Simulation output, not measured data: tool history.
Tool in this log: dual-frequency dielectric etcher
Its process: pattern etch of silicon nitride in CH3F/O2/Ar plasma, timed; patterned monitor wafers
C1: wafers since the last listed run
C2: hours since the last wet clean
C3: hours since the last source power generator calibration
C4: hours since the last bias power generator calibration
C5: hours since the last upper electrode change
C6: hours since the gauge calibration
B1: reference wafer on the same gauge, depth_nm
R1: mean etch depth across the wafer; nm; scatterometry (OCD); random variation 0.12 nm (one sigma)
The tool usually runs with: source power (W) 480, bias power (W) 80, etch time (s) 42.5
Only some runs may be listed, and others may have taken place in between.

Run 1, hour 0: usual settings but etch time (s) 51; C1 0; C2 10.2; C3 1484.9; C4 2422.1; C5 2853.6; C6 481.9; B1 38.98. Result: R1 41.08 nm.
Run 2, hour 17.8: usual settings; C1 302; C2 28; C3 1502.7; C4 2439.9; C5 2871.4; C6 499.7; B1 38.99. Result: R1 34.59 nm.
Run 3, hour 47.4: usual settings; C1 503; C2 57.6; C3 1532.3; C4 2469.5; C5 2901; C6 529.3; B1 39.01. Result: R1 34.48 nm.
Run 4, hour 63.4: usual settings; C1 271; C2 73.6; C3 1548.3; C4 2485.5; C5 2917; C6 545.3; B1 39.03. Result: R1 34.55 nm.
Run 5, hour 77.9: usual settings; C1 246; C2 88.1; C3 1562.8; C4 2500; C5 2931.5; C6 559.8; B1 39. Result: R1 34.33 nm.
Run 6, hour 112.6: usual settings; C1 589; C2 122.8; C3 1597.5; C4 2534.7; C5 2966.2; C6 594.5; B1 38.98. Result: R1 34.11 nm.
At hour 144: bias power generator calibrated.
Run 7, hour 145.2: usual settings but source power (W) 420, etch time (s) 36.5; C1 486; C2 155.4; C3 1630.1; C4 1.2; C5 2998.8; C6 627.1; B1 39.01. Result: R1 27.65 nm.
Run 8, hour 163.6: usual settings but source power (W) 430, bias power (W) 95, etch time (s) 48; C1 312; C2 173.8; C3 1648.5; C4 19.6; C5 3017.2; C6 645.5; B1 39. Result: R1 38.61 nm.
At hour 187.3: gauge calibrated.
At hour 197.8: upper electrode replaced.
At hour 199.3: wet clean of the chamber, repeated, since the last time left the tool worse.
Run 9, hour 199.8: usual settings; C1 181; C2 0.5; C3 1684.7; C4 55.8; C5 2; C6 12.5; B1 39. Result: R1 36.34 nm.
Run 10, hour 207.6: usual settings but bias power (W) 97, etch time (s) 48; C1 132; C2 8.3; C3 1692.5; C4 63.6; C5 9.8; C6 20.3; B1 38.99. Result: R1 43.77 nm.
Run 11, hour 223: usual settings but source power (W) 520, bias power (W) 86, etch time (s) 35; C1 261; C2 23.7; C3 1707.9; C4 79; C5 25.2; C6 35.7; B1 39.04. Result: R1 31.83 nm.
Run 12, hour 239.4: usual settings but source power (W) 580, bias power (W) 73, etch time (s) 35; C1 278; C2 40.1; C3 1724.3; C4 95.4; C5 41.6; C6 52.1; B1 38.99. Result: R1 31.82 nm.
Run 13, hour 260.8: usual settings but source power (W) 440, bias power (W) 95, etch time (s) 50; C1 363; C2 61.5; C3 1745.7; C4 116.8; C5 63; C6 73.5; B1 38.99. Result: R1 43.45 nm.
Run 14, hour 292: usual settings but source power (W) 550, bias power (W) 72, etch time (s) 38.5; C1 530; C2 92.7; C3 1776.9; C4 148; C5 94.2; C6 104.7; B1 39. Result: R1 33.79 nm.
Run 15, hour 323: usual settings; C1 526; C2 123.7; C3 1807.9; C4 179; C5 125.2; C6 135.7; B1 39. Result: R1 36.17 nm.
Run 16, hour 346.5: usual settings but source power (W) 450, bias power (W) 88, etch time (s) 35.5; C1 399; C2 147.2; C3 1831.4; C4 202.5; C5 148.7; C6 159.2; B1 39.03. Result: R1 30.14 nm.
Run 17, hour 367.9: usual settings but source power (W) 600, bias power (W) 85, etch time (s) 46; C1 363; C2 168.6; C3 1852.8; C4 223.9; C5 170.1; C6 180.6; B1 39.01. Result: R1 44 nm.
At hour 372.2: source power generator calibrated.
Run 18, hour 401.8: usual settings but etch time (s) 33; C1 508; C2 202.5; C3 29.6; C4 257.8; C5 204; C6 214.5; B1 39.02. Result: R1 27.82 nm.
Run 19, hour 429.1: usual settings but source power (W) 360, bias power (W) 92, etch time (s) 30.5; C1 464; C2 229.8; C3 56.9; C4 285.1; C5 231.3; C6 241.8; B1 39. Result: R1 23.53 nm.
Run 20, hour 445: usual settings but source power (W) 560, etch time (s) 50; C1 270; C2 245.7; C3 72.8; C4 301; C5 247.2; C6 257.7; B1 39.02. Result: R1 45.35 nm.
Run 21, hour 458.9: usual settings but etch time (s) 52.5; C1 236; C2 259.6; C3 86.7; C4 314.9; C5 261.1; C6 271.6; B1 39.04. Result: R1 44.28 nm.
Run 22, hour 478.2: usual settings; C1 328; C2 278.9; C3 106; C4 334.2; C5 280.4; C6 290.9; B1 38.96. Result: R1 35.78 nm.
Run 23, hour 499.7: usual settings but source power (W) 530; C1 365; C2 300.4; C3 127.5; C4 355.7; C5 301.9; C6 312.4; B1 38.97. Result: R1 37.28 nm.
Run 24, hour 528.2: usual settings; C1 484; C2 328.9; C3 156; C4 384.2; C5 330.4; C6 340.9; B1 39. Result: R1 35.89 nm.
At hour 558.6: wet clean of the chamber.
Run 25, hour 559.1: usual settings; C1 117; C2 0.5; C3 186.9; C4 415.1; C5 361.3; C6 371.8; B1 39. Result: R1 36.43 nm.
Run 26, hour 581.1: usual settings; C1 373; C2 22.5; C3 208.9; C4 437.1; C5 383.3; C6 393.8; B1 39. Result: R1 36.64 nm.
Run 27, hour 678.5: usual settings but source power (W) 520, etch time (s) 36; C1 1655; C2 119.9; C3 306.3; C4 534.5; C5 480.7; C6 491.2; B1 39.02. Result: R1 31.82 nm.
Run 28, hour 692: usual settings but source power (W) 540, bias power (W) 91, etch time (s) 51; C1 229; C2 133.4; C3 319.8; C4 548; C5 494.2; C6 504.7; B1 39.02. Result: R1 47.8 nm.
Run 29, hour 722.2: usual settings; C1 513; C2 163.6; C3 350; C4 578.2; C5 524.4; C6 534.9; B1 38.99. Result: R1 36 nm.

Each row is a separate what-if for the run after 29, all from the same tool condition, not one after another. Results?
Run A, hour 722.6: usual settings but source power (W) 410; C1 6; C2 164; C3 350.4; C4 578.6; C5 524.8; C6 535.3; B1 ?. Result: R1 ?.
Run B, hour 722.6: usual settings but source power (W) 530, bias power (W) 71, etch time (s) 30; C1 6; C2 164; C3 350.4; C4 578.6; C5 524.8; C6 535.3; B1 ?. Result: R1 ?.
Run C, hour 722.6: usual settings but bias power (W) 70; C1 6; C2 164; C3 350.4; C4 578.6; C5 524.8; C6 535.3; B1 ?. Result: R1 ?.
Run D, hour 722.6: usual settings but bias power (W) 95, etch time (s) 38; C1 6; C2 164; C3 350.4; C4 578.6; C5 524.8; C6 535.3; B1 ?. Result: R1 ?.
Run E, hour 722.6: usual settings but source power (W) 430, bias power (W) 89, etch time (s) 35.5; C1 6; C2 164; C3 350.4; C4 578.6; C5 524.8; C6 535.3; B1 ?. Result: R1 ?.

run     B1     R1
  A  39.01  33.52
  B  39.01   25.7
  C  39.01  34.65
  D  39.01  34.08
  E  39.01  29.63
With no hidden state in the tool, these same runs would have given:
run     R1
  A  33.78
  B   25.9
  C  34.91
  D  34.34
  E  29.86
